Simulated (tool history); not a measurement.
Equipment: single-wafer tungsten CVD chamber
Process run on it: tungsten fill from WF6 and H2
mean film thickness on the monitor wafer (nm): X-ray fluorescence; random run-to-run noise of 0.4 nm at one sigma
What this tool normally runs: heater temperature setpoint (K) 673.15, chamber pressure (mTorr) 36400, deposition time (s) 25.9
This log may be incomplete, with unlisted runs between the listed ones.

| run | hour | heater temperature setpoint (K) | chamber pressure (mTorr) | deposition time (s) | read-back reference wafer on the same gauge, thickness_nm | mean film thickness on the monitor wafer (nm) |
|---|---|---|---|---|---|---|
| 1 | 0 | 673.15 | 36400 | 25.9 | 90.805 | 79.66 |
| 2 | 13.8 | 673.15 | 36400 | 25.9 | 90.847 | 79.785 |
| 3 | 33.5 | 673.15 | 36400 | 25.9 | 90.94 | 79.671 |
| 4 | 58.6 | 673.15 | 36400 | 25.9 | 90.834 | 80.227 |
| 5 | 74.9 | 673.15 | 36400 | 25.9 | 90.92 | 79.463 |
| 6 | 110.5 | 668.15 | 36400 | 30 | 90.907 | 81.068 |
|  | 127.3 | capacitance manometer re-zeroed and calibrated |
| 7 | 127.8 | 673.15 | 33600 | 25.9 | 90.91 | 76.805 |
| 8 | 143.9 | 673.15 | 36400 | 25.9 | 90.837 | 78.975 |
| 9 | 156.7 | 673.15 | 36400 | 25.9 | 90.843 | 78.073 |
| 10 | 183.1 | 673.15 | 32100 | 25.9 | 90.918 | 74.695 |
|  | 203.8 | thermocouple changed; heater temperature recalibrated |
| 11 | 204.3 | 673.15 | 43800 | 25.9 | 90.871 | 94.989 |
| 12 | 232.7 | 686.15 | 36400 | 25.9 | 90.943 | 113.28 |
| 13 | 250.1 | 673.15 | 36400 | 25.9 | 90.934 | 88.471 |
|  | 274.6 | showerhead replaced |
| 14 | 275.1 | 685.15 | 41500 | 25.9 | 90.903 | 116.791 |
| 15 | 287.2 | 673.15 | 36400 | 25.9 | 90.882 | 88.068 |
|  | 296 | gauge calibrated |
| 16 | 304.4 | 673.15 | 36400 | 24.3 | 90.889 | 82.472 |
| 17 | 332.4 | 673.15 | 31100 | 25.9 | 90.935 | 83.987 |
| 18 | 358.2 | 688.15 | 36400 | 25.9 | 90.913 | 118.28 |
| 19 | 379.6 | 673.15 | 33400 | 25.9 | 90.866 | 85.118 |

Below are 5 alternative next runs, each starting from the tool's condition after run 19. Predict each:
| A | 380 | 673.15 | 32900 | 25.9 | ? | ? |
| B | 380 | 679.15 | 44200 | 20.8 | ? | ? |
| C | 380 | 669.15 | 45100 | 25.9 | ? | ? |
| D | 380 | 687.15 | 33300 | 21.2 | ? | ? |
| E | 380 | 668.15 | 27500 | 27.2 | ? | ? |

| run | read-back reference wafer on the same gauge, thickness_nm | mean film thickness on the monitor wafer (nm) |
|---|---|---|
| A | 90.918 | 85.281 |
| B | 90.918 | 85.868 |
| C | 90.918 | 87.827 |
| D | 90.918 | 91.878 |
| E | 90.918 | 75.767 |
Had the tool no hidden state, the same runs would have come out as:
| run | mean film thickness on the monitor wafer (nm) |
|---|---|
| A | 84.191 |
| B | 84.793 |
| C | 86.647 |
| D | 90.82 |
| E | 74.746 |
